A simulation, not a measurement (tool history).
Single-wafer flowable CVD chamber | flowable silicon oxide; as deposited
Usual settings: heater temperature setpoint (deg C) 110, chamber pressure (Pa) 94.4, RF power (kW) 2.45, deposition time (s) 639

run,hour,heater temperature setpoint (deg C),chamber pressure (Pa),RF power (kW),deposition time (s),wafers since the last listed run,hours since the last thermocouple change,hours since the last RF generator calibration,hours since the last manometer calibration,hours since the showerhead was replaced,hours since the gauge calibration,"read-back reference wafer on the same gauge, thickness_nm",mean film thickness on the monitor wafer (nm)
1,0,110,94.4,2.45,586,0,1476,2109.8,830.1,3745,1965.2,230.922,196.186
2,48.4,110,94.4,2.45,586,150,1524.4,2158.2,878.5,3793.4,2013.6,231.107,196.312
3,105.9,102,94.4,2.45,639,178,1581.9,2215.7,936,3850.9,2071.1,231.068,285.243
# hour 126.5: capacitance manometer re-zeroed and calibrated
4,152.5,102,94.4,2.45,639,119,1628.5,2262.3,26,3897.5,2117.7,231.229,288.298
5,176.8,102,94.4,2.45,639,75,1652.8,2286.6,50.3,3921.8,2142,231.048,286.443
6,214.8,110,94.4,2.45,639,117,1690.8,2324.6,88.3,3959.8,2180,231.01,211.743
# hour 239.4: RF generator calibrated
7,284.5,110,94.4,2.45,639,191,1760.5,45.1,158,4029.5,2249.7,230.91,216.107
8,329.3,110,94.4,2.45,639,139,1805.3,89.9,202.8,4074.3,2294.5,230.893,216.349
9,395.6,110,94.4,2.45,639,205,1871.6,156.2,269.1,4140.6,2360.8,231.075,217.339
# hour 434.4: gauge calibrated
10,605.6,110,94.4,2.45,639,652,2081.6,366.2,479.1,4350.6,171.2,230.875,215.196
# hour 640: showerhead replaced
11,651.8,110,105.7,2.92,736,118,2127.8,412.4,525.3,11.8,217.4,230.991,284.376
12,705.7,110,106.8,2.45,700,167,2181.7,466.3,579.2,65.7,271.3,231.038,266.475
13,766.8,110,94.4,2.45,639,189,2242.8,527.4,640.3,126.8,332.4,231.05,213.405
14,805,122,107.3,2.69,592,118,2281,565.6,678.5,165,370.6,231.019,154.025
# hour 828.7: thermocouple changed; heater temperature recalibrated
15,870.5,110,94.4,2.45,691,178,41.8,631.1,744,230.5,436.1,230.86,243.585
16,937.1,119,100.7,2.45,639,206,108.4,697.7,810.6,297.1,502.7,231.062,175.471
17,979.1,110,94.4,2.45,544,130,150.4,739.7,852.6,339.1,544.7,230.966,191.618
18,1037,118,94.4,2.45,639,179,208.3,797.6,910.5,397,602.6,230.933,169.085
19,1097.4,110,94.4,2.45,586,187,268.7,858,970.9,457.4,663,231.132,205.81
20,1122.3,103,94.4,2.45,697,77,293.6,882.9,995.8,482.3,687.9,231.099,317.843
21,1152.5,110,94.4,2.45,639,93,323.8,913.1,1026,512.5,718.1,231.081,223.617
22,1184.9,110,94.4,2.45,701,100,356.2,945.5,1058.4,544.9,750.5,231.119,246.672
# hour 1193.5: capacitance manometer re-zeroed and calibrated
23,1236.1,121,103.3,2.45,639,134,407.4,996.7,42.6,596.1,801.7,230.824,167.628
24,1274.4,124,94.4,2.45,692,118,445.7,1035,80.9,634.4,840,231.103,150.837
25,1326,100,80.9,2.675,639,160,497.3,1086.6,132.5,686,891.6,231.005,285.008
26,1360.5,99,82,2.09,544,107,531.8,1121.1,167,720.5,926.1,230.81,235.16
27,1424.6,110,94.4,2.45,639,199,595.9,1185.2,231.1,784.6,990.2,231.089,223.99
28,1471.8,123,94.4,2.07,589,146,643.1,1232.4,278.3,831.8,1037.4,230.968,123.645
29,1521.5,98,94.4,2.45,535,154,692.8,1282.1,328,881.5,1087.1,230.913,291.028

Hidden state or all else? Some run-to-run changes of mean film thickness on the monitor wafer (nm), split into what the settings, what came in and random variation would give without the hidden state, and what is left for the hidden state (with any gauge scatter that isn't in both results):
The hidden state here: wafer temperature above the value expected at the setpoint (K); delivered RF power above the setpoint (%); true pressure above the setpoint (%); gauge reads high (%).
Run 2 -> 3: heater temperature setpoint (deg C) 110 -> 102, deposition time (s) 586 -> 639. mean film thickness on the monitor wafer (nm) +88.931: hidden state -7.857, all else +96.788.
Run 14 -> 15: heater temperature setpoint (deg C) 122 -> 110, chamber pressure (Pa) 107.3 -> 94.4, RF power (kW) 2.69 -> 2.45, deposition time (s) 592 -> 691, thermocouple changed; heater temperature recalibrated. mean film thickness on the monitor wafer (nm) +89.56: hidden state +6.883, all else +82.677.
Run 24 -> 25: heater temperature setpoint (deg C) 124 -> 100, chamber pressure (Pa) 94.4 -> 80.9, RF power (kW) 2.45 -> 2.675, deposition time (s) 692 -> 639. mean film thickness on the monitor wafer (nm) +134.171: hidden state -2.807, all else +136.978.
Run 28 -> 29: heater temperature setpoint (deg C) 123 -> 98, RF power (kW) 2.07 -> 2.45, deposition time (s) 589 -> 535. mean film thickness on the monitor wafer (nm) +167.383: hidden state -4.606, all else +171.989.
